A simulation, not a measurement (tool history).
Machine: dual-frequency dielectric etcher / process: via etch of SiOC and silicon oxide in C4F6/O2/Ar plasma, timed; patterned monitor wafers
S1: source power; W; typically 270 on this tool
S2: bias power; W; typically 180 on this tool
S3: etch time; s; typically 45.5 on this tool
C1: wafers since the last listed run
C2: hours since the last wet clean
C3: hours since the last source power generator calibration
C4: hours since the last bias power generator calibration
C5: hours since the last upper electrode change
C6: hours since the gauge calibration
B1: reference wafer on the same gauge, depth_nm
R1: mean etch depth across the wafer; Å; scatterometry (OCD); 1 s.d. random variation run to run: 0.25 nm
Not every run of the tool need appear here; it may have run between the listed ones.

run	hour	S1	S2	S3	C1	C2	C3	C4	C5	C6	B1	R1
1	0.0	270	180	45.5	0	464.5	4103.5	3472.3	4146.0	426.3	45.16	426.6
2	51.9	320	202	45.5	587	516.4	4155.4	3524.2	4197.9	478.2	45.27	459.2
3	82.2	270	180	45.5	342	546.7	4185.7	3554.5	4228.2	508.5	45.30	424.6
# hour 114.2: wet clean of the chamber
4	114.7	220	159	45.5	96	0.5	4218.2	3587.0	4260.7	541.0	45.29	390.4
5	175.5	220	159	45.5	688	61.3	4279.0	3647.8	4321.5	601.8	45.43	387.1
6	199.7	220	159	45.5	273	85.5	4303.2	3672.0	4345.7	626.0	45.46	388.8
# hour 276.9: upper electrode replaced
# hour 277.6: bias power generator calibrated
7	278.1	270	180	45.5	608	163.9	4381.6	0.5	1.2	704.4	45.73	425.9
8	293.0	270	180	45.5	168	178.8	4396.5	15.4	16.1	719.3	45.60	421.5
9	421.6	320	180	45.5	1455	307.4	4525.1	144.0	144.7	847.9	45.87	448.1
10	498.2	270	180	45.5	866	384.0	4601.7	220.6	221.3	924.5	46.01	428.9
11	538.7	270	153	40.5	458	424.5	4642.2	261.1	261.8	965.0	46.05	370.4
12	574.8	240	225	52.5	408	460.6	4678.3	297.2	297.9	1001.1	46.15	508.6
# hour 649.3: wet clean of the chamber
13	649.8	200	180	45.5	577	0.5	4753.3	372.2	372.9	1076.1	46.32	400.2
# hour 653.1: gauge calibrated
14	665.0	270	180	32.5	172	15.7	4768.5	387.4	388.1	11.9	43.85	293.6
15	733.8	230	205	49.0	778	84.5	4837.3	456.2	456.9	80.7	43.95	439.2
16	792.0	340	135	45.5	658	142.7	4895.5	514.4	515.1	138.9	43.91	406.6
# hour 846.3: source power generator calibrated
17	846.8	340	135	45.5	574	197.5	0.5	569.2	569.9	193.7	44.04	412.6
18	885.0	290	217	41.0	432	235.7	38.7	607.4	608.1	231.9	44.09	402.6
19	947.1	310	211	32.5	702	297.8	100.8	669.5	670.2	294.0	44.27	320.4
20	978.5	200	220	49.5	355	329.2	132.2	700.9	701.6	325.4	44.34	443.8
21	1040.4	270	180	58.0	700	391.1	194.1	762.8	763.5	387.3	44.41	529.4
22	1110.5	270	205	41.5	793	461.2	264.2	832.9	833.6	457.4	44.53	393.4
# hour 1168.6: wet clean of the chamber
23	1234.1	270	180	45.5	1127	65.5	387.8	956.5	957.2	581.0	44.72	418.7
24	1319.2	220	165	53.0	963	150.6	472.9	1041.6	1042.3	666.1	44.90	450.3
25	1376.9	270	180	45.5	652	208.3	530.6	1099.3	1100.0	723.8	45.01	417.8
26	1425.6	270	180	45.5	551	257.0	579.3	1148.0	1148.7	772.5	45.08	423.6
27	1458.7	210	180	45.5	374	290.1	612.4	1181.1	1181.8	805.6	45.13	395.4
28	1514.6	270	180	36.0	632	346.0	668.3	1237.0	1237.7	861.5	45.27	333.2
29	1577.5	270	180	45.5	711	408.9	731.2	1299.9	1300.6	924.4	45.37	426.8

Below are 5 alternative next runs, each starting from the tool's condition after run 29. Predict each:
A	1577.9	270	199	45.5	4	409.3	731.6	1300.3	1301.0	924.8	?	?
B	1577.9	270	180	34.0	4	409.3	731.6	1300.3	1301.0	924.8	?	?
C	1577.9	310	157	38.0	4	409.3	731.6	1300.3	1301.0	924.8	?	?
D	1577.9	270	180	51.5	4	409.3	731.6	1300.3	1301.0	924.8	?	?
E	1577.9	300	193	45.5	4	409.3	731.6	1300.3	1301.0	924.8	?	?

run	B1	R1
A	45.32	435.6
B	45.32	316.9
C	45.32	355.2
D	45.32	479.9
E	45.32	444.5
Without the tool's unlogged condition, the same runs would have read:
run	R1
A	424.4
B	308.7
C	346.0
D	467.6
E	433.1
